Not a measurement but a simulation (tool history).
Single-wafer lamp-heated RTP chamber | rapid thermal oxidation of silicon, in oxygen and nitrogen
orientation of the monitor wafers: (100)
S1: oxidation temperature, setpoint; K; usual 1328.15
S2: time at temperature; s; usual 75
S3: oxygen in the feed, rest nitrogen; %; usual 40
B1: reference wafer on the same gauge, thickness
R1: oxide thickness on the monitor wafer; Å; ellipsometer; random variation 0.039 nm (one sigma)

run     day       S1  S2  S3     B1     R1
  1       0  1328.15  55  29  6.915  56.42
  2   2.133  1328.15  84  40  6.902   77.4
  3   3.354  1328.15  84  40  6.911  76.98
  4   4.454  1328.15  84  40   6.91  77.58
      7.221  -- gauge calibrated
  5   7.279  1328.15  53  40  6.915  62.91
  6   8.621  1328.15  75  40   6.92  73.58
     10.279  -- pyrometer window cleaned and pyrometer calibrated
  7  11.133  1328.15  51  40  6.901  58.98
  8  12.854  1328.15  51  40  6.909  58.68
  9  15.175  1328.15  51  40  6.917  59.62
 10  17.692  1328.15  75  40  6.901  72.01
     19.171  -- oxygen flow controller replaced
 11  20.388  1328.15  75  40  6.925  71.95
 12  22.129  1328.15  75  40  6.909  72.31
 13    23.6  1328.15  75  40  6.903  72.79
 14  25.871  1328.15  75  40  6.903  72.92
 15    28.4  1328.15  75  40  6.912  73.27
 16  30.058  1346.15  93  40  6.912  91.82
 17  31.421  1317.15  75  40  6.903  67.78
 18  32.896  1328.15  75  40  6.909  73.08
 19  35.704  1328.15  87  40  6.915  78.62
 20  38.625  1320.15  75  17  6.908  51.65
 21  44.096  1347.15  75  40  6.911  83.98
     44.954  -- pyrometer window cleaned and pyrometer calibrated
 22  45.867  1307.15  64  68  6.902  67.75
 23  48.167  1328.15  93  28  6.921  68.98
     50.496  -- gauge calibrated
 24  50.862  1328.15  75  49  6.915  76.37
 25   57.25  1328.15  55  29  6.918  56.66
 26  59.275  1328.15  75  29  6.924  65.44
 27  61.546  1346.15  75  64  6.904  97.12
 28  63.358  1352.15  99  17  6.898  71.19

The same runs without the tool's hidden state, with the same run-to-run variation:
The hidden state here: true wafer temperature minus pyrometer reading, K; deviation of the oxygen flow from its setpoint, %; gauge reads high (%).
run     R1
  1  53.17
  2  72.72
  3  72.27
  4  72.79
  5  58.98
  6  68.92
  7  58.53
  8  57.78
  9  58.16
 10  69.65
 11  69.08
 12  69.16
 13   69.4
 14  69.24
 15  69.31
 16   86.8
 17  63.83
 18  68.78
 19   73.8
 20  48.51
 21   78.6
 22  66.92
 23  67.48
 24  73.94
 25  53.99
 26  62.08
 27  91.84
 28  67.26

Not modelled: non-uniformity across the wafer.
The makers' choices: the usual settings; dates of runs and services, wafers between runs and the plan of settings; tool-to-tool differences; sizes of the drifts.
